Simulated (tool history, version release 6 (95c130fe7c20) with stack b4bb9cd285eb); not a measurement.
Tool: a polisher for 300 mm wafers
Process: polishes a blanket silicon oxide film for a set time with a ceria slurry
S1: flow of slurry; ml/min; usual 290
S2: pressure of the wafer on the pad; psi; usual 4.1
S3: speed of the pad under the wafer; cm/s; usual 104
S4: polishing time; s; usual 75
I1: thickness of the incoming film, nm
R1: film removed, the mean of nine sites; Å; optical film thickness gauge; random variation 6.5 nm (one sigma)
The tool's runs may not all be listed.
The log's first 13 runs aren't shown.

run,hour,S1,S2,S3,S4,I1,R1
# hour 986.1: head pressure recalibrated
# hour 1013.1: worn pad replaced by a new one
14,1035.0,290,4.1,104,75,1256.2,4306
15,1137.4,290,4.1,104,75,1269.4,4169
16,1220.6,290,4.1,104,75,1270.9,3947
17,1289.8,290,4.1,104,75,1252.4,4099
18,1354.6,290,4.1,84,68,1272.7,2886
19,1400.7,290,3.1,116,62,1242.4,3135
# hour 1438.3: slurry nozzle cleaned
20,1504.0,290,4.1,80,75,1274.8,2929
21,1550.7,235,3.0,88,49,1280.7,1811
# hour 1585.0: worn pad replaced by a new one
22,1610.4,290,4.1,104,75,1270.7,4210
23,1653.8,360,5.5,88,91,1282.9,5274
# hour 1663.9: head pressure recalibrated
24,1703.1,290,4.1,90,54,1251.7,2470
25,1739.3,290,4.1,104,75,1255.5,4124
26,1789.5,290,4.1,104,75,1252.7,3905
27,1846.2,250,2.7,126,93,1263.2,4685
28,1933.6,260,4.1,104,75,1238.9,3859
# hour 1991.6: slurry nozzle cleaned
29,2015.8,290,4.1,104,75,1250.3,3866
30,2065.8,260,3.2,104,75,1251.3,3439
# hour 2091.4: worn pad replaced by a new one
31,2119.5,255,3.0,114,75,1237.7,3934
32,2220.3,290,4.1,104,75,1238.5,4085
33,2276.2,235,4.6,114,90,1257.4,5626
34,2347.2,290,4.8,104,57,1247.5,3360
# hour 2360.0: head pressure recalibrated
35,2454.7,290,4.9,104,57,1279.1,3382
# hour 2508.5: slurry nozzle cleaned
36,2509.0,290,4.1,104,75,1274.1,3973
37,2570.0,290,4.1,104,92,1260.9,4721
38,2640.6,290,4.1,104,75,1270.9,3981

3 ways to go on from here, each from the tool as it stands after run 38. What would each give?
A,2641.1,375,4.1,104,75,1262.6,?
B,2641.1,290,4.1,114,75,1262.6,?
C,2641.1,290,4.1,126,75,1262.6,?

run,R1
A,4025
B,4317
C,4768
Without the tool's hidden state the same runs would have given:
run,R1
A,4469
B,4793
C,5294
